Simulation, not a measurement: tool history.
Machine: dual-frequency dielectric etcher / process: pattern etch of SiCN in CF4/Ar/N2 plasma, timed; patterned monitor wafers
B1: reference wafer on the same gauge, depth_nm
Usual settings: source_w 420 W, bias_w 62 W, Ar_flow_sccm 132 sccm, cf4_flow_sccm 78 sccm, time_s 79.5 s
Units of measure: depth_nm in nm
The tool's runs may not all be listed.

Run 1, day 0.000: usual settings but bias_w 65 W, time_s 87.5 s; B1 51.8. Result: depth_nm 62.8 nm.
Run 2, day 3.012: usual settings but bias_w 65 W, time_s 87.5 s; B1 51.9. Result: depth_nm 62.9 nm.
At day 4.533: wet clean of the chamber.
Run 3, day 5.942: usual settings but source_w 390 W, bias_w 55 W; B1 51.8. Result: depth_nm 54.3 nm.
Run 4, day 10.171: usual settings but source_w 390 W, bias_w 55 W; B1 51.9. Result: depth_nm 53.1 nm.
Run 5, day 12.200: usual settings but source_w 390 W, bias_w 55 W; B1 51.8. Result: depth_nm 53.3 nm.
Run 6, day 15.100: usual settings; B1 51.9. Result: depth_nm 58.1 nm.
Run 7, day 18.617: usual settings; B1 51.9. Result: depth_nm 57.7 nm.
Run 8, day 22.879: usual settings; B1 52.0. Result: depth_nm 57.7 nm.
At day 24.246: bias power generator calibrated.
Run 9, day 24.533: usual settings; B1 51.8. Result: depth_nm 56.9 nm.
At day 27.338: wet clean of the chamber.
Run 10, day 28.375: usual settings; B1 52.0. Result: depth_nm 55.3 nm.
At day 28.650: source power generator calibrated.
Run 11, day 30.317: usual settings but source_w 330 W, bias_w 68 W, cf4_flow_sccm 87 sccm, time_s 89.5 s; B1 51.9. Result: depth_nm 58.1 nm.
Run 12, day 33.200: usual settings; B1 51.9. Result: depth_nm 55.0 nm.
At day 34.696: wet clean of the chamber, repeated, since the last time left the tool worse.
Run 13, day 36.433: usual settings but source_w 500 W, bias_w 46 W, Ar_flow_sccm 160 sccm, cf4_flow_sccm 92 sccm; B1 51.8. Result: depth_nm 57.0 nm.
At day 38.529: CF4 flow controller replaced.
At day 39.088: gauge calibrated.
Run 14, day 40.779: usual settings; B1 51.9. Result: depth_nm 57.7 nm.
At day 41.362: Ar flow controller replaced.
At day 42.571: upper electrode replaced.
Run 15, day 44.342: usual settings but source_w 390 W, bias_w 55 W; B1 51.9. Result: depth_nm 52.1 nm.
Run 16, day 48.392: usual settings but source_w 490 W, bias_w 73 W, cf4_flow_sccm 62 sccm, time_s 89.5 s; B1 51.9. Result: depth_nm 71.8 nm.
Run 17, day 50.171: usual settings but time_s 94.5 s; B1 51.9. Result: depth_nm 67.4 nm.
At day 53.021: wet clean of the chamber.
Run 18, day 53.575: usual settings but bias_w 76 W, cf4_flow_sccm 86 sccm; B1 51.9. Result: depth_nm 64.9 nm.
Run 19, day 56.483: usual settings but source_w 510 W; B1 51.9. Result: depth_nm 65.1 nm.
Run 20, day 58.946: usual settings but Ar_flow_sccm 154 sccm; B1 51.9. Result: depth_nm 56.5 nm.

A few steps of depth_nm between consecutive runs. Split each: what settings, incoming material and random variation would produce without the hidden state, and what is left over for the hidden state, along with gauge scatter present in only one of the two compared results (measured, and without hidden state):
Hidden state at play: etch rate over this chamber's usual, %; source power that arrives over what is set, %; bias power that arrives over what is set, %; Ar flow that arrives over what is set, %; CF4 flow that arrives over what is set, %; gauge reads high (%).
Run 2 -> 3: source_w 420 -> 390, bias_w 65 -> 55, time_s 87.5 -> 79.5, wet clean of the chamber. depth_nm -8.6 nm: hidden state +3.2, all else -11.8.
Run 12 -> 13: source_w 420 -> 500, bias_w 62 -> 46, Ar_flow_sccm 132 -> 160, cf4_flow_sccm 78 -> 92, wet clean of the chamber, repeated, since the last time left the tool worse. depth_nm +2.0 nm: hidden state +3.5, all else -1.5.
Run 15 -> 16: source_w 390 -> 490, bias_w 55 -> 73, cf4_flow_sccm 78 -> 62, time_s 79.5 -> 89.5. depth_nm +19.7 nm: hidden state -1.0, all else +20.7.
